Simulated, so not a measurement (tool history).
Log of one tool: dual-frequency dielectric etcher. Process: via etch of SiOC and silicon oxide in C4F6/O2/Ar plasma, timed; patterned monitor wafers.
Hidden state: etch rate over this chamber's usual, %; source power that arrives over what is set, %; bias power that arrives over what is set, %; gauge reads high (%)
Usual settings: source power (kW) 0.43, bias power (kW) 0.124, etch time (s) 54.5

run	hour	source power (kW)	bias power (kW)	etch time (s)	wafers since the last listed run	hours since the last wet clean	hours since the last source power generator calibration	hours since the last bias power generator calibration	hours since the last upper electrode change	hours since the gauge calibration	read-back reference wafer on the same gauge, depth_nm	mean etch depth across the wafer (Å)
1	0	0.43	0.124	54.5	0	22	2835.7	3925.3	3930.2	670.2	60	623
2	70.3	0.43	0.124	54.5	967	92.3	2906	3995.6	4000.5	740.5	60	618
# hour 106.2: upper electrode replaced
3	106.7	0.43	0.124	54.5	170	128.7	2942.4	4032	0.5	776.9	60	615
4	120.8	0.43	0.124	54.5	194	142.8	2956.5	4046.1	14.6	791	60	612
5	134.9	0.43	0.124	54.5	194	156.9	2970.6	4060.2	28.7	805.1	60	608
# hour 144.2: gauge calibrated
6	154.9	0.43	0.124	54.5	275	176.9	2990.6	4080.2	48.7	10.7	60	605
7	173.8	0.43	0.124	54.5	260	195.8	3009.5	4099.1	67.6	29.6	60	604
8	204.2	0.43	0.124	54.5	418	226.2	3039.9	4129.5	98	60	60	603
9	221.2	0.43	0.124	54.5	233	243.2	3056.9	4146.5	115	77	60	605
10	238.5	0.48	0.149	47	238	260.5	3074.2	4163.8	132.3	94.3	60	578
11	253.1	0.43	0.124	54.5	200	275.1	3088.8	4178.4	146.9	108.9	60	606
# hour 286.4: bias power generator calibrated
12	286.9	0.53	0.106	41	410	308.9	3122.6	0.5	180.7	142.7	60.1	438
13	303.2	0.54	0.142	43.5	224	325.2	3138.9	16.8	197	159	60	529
14	315.3	0.51	0.124	54.5	166	337.3	3151	28.9	209.1	171.1	60	616
# hour 345.7: source power generator calibrated
# hour 354.8: wet clean of the chamber
15	355.3	0.43	0.114	54.5	370	0.5	9.6	68.9	249.1	211.1	60	596
16	382.2	0.43	0.132	54.5	370	27.4	36.5	95.8	276	238	60	634
17	396.2	0.52	0.154	49	192	41.4	50.5	109.8	290	252	60	638
18	429.6	0.43	0.153	65.5	459	74.8	83.9	143.2	323.4	285.4	60	806
19	445.5	0.43	0.124	54.5	218	90.7	99.8	159.1	339.3	301.3	60	617
20	477.9	0.43	0.124	54.5	445	123.1	132.2	191.5	371.7	333.7	60	606
21	504.5	0.43	0.098	54.5	366	149.7	158.8	218.1	398.3	360.3	60	545
22	531.5	0.47	0.111	67	371	176.7	185.8	245.1	425.3	387.3	60	718
23	551.6	0.43	0.139	64	276	196.8	205.9	265.2	445.4	407.4	60	744
24	576.9	0.43	0.098	61	348	222.1	231.2	290.5	470.7	432.7	60	605
25	598.1	0.43	0.149	47	291	243.3	252.4	311.7	491.9	453.9	60	562
26	621.4	0.43	0.124	67	320	266.6	275.7	335	515.2	477.2	60	732
27	652.9	0.39	0.113	66.5	433	298.1	307.2	366.5	546.7	508.7	60	679
28	685.7	0.52	0.109	54.5	451	330.9	340	399.3	579.5	541.5	60	581
29	704.9	0.43	0.124	54.5	264	350.1	359.2	418.5	598.7	560.7	60	588
# hour 732.5: wet clean of the chamber
30	733	0.47	0.124	61	56	0.5	387.3	446.6	626.8	588.8	60	715

Hidden state at the last listed run before each entry between runs and at the first one after, where it differs:
Between runs 2 and 3: upper electrode replaced (hour 106.2)
  etch rate over this chamber's usual, %: -1.23 -> -1.76
  measured less the result without the state, mean etch depth across the wafer (Å): -8 -> -11
Between runs 5 and 6: gauge calibrated (hour 144.2)
  etch rate over this chamber's usual, %: -2.17 -> -2.46
  measured less the result without the state, mean etch depth across the wafer (Å): -13 -> -16
Between runs 11 and 12: bias power generator calibrated (hour 286.4)
  etch rate over this chamber's usual, %: -3.89 -> -4.38
  measured less the result without the state, mean etch depth across the wafer (Å): -25 -> -20
Between runs 14 and 15: source power generator calibrated (hour 345.7); wet clean of the chamber (hour 354.8)
  etch rate over this chamber's usual, %: -4.79 -> -0.692
  measured less the result without the state, mean etch depth across the wafer (Å): -31 -> -4
Between runs 29 and 30: wet clean of the chamber (hour 732.5)
  etch rate over this chamber's usual, %: -5.76 -> -0.105
  measured less the result without the state, mean etch depth across the wafer (Å): -36 -> -1

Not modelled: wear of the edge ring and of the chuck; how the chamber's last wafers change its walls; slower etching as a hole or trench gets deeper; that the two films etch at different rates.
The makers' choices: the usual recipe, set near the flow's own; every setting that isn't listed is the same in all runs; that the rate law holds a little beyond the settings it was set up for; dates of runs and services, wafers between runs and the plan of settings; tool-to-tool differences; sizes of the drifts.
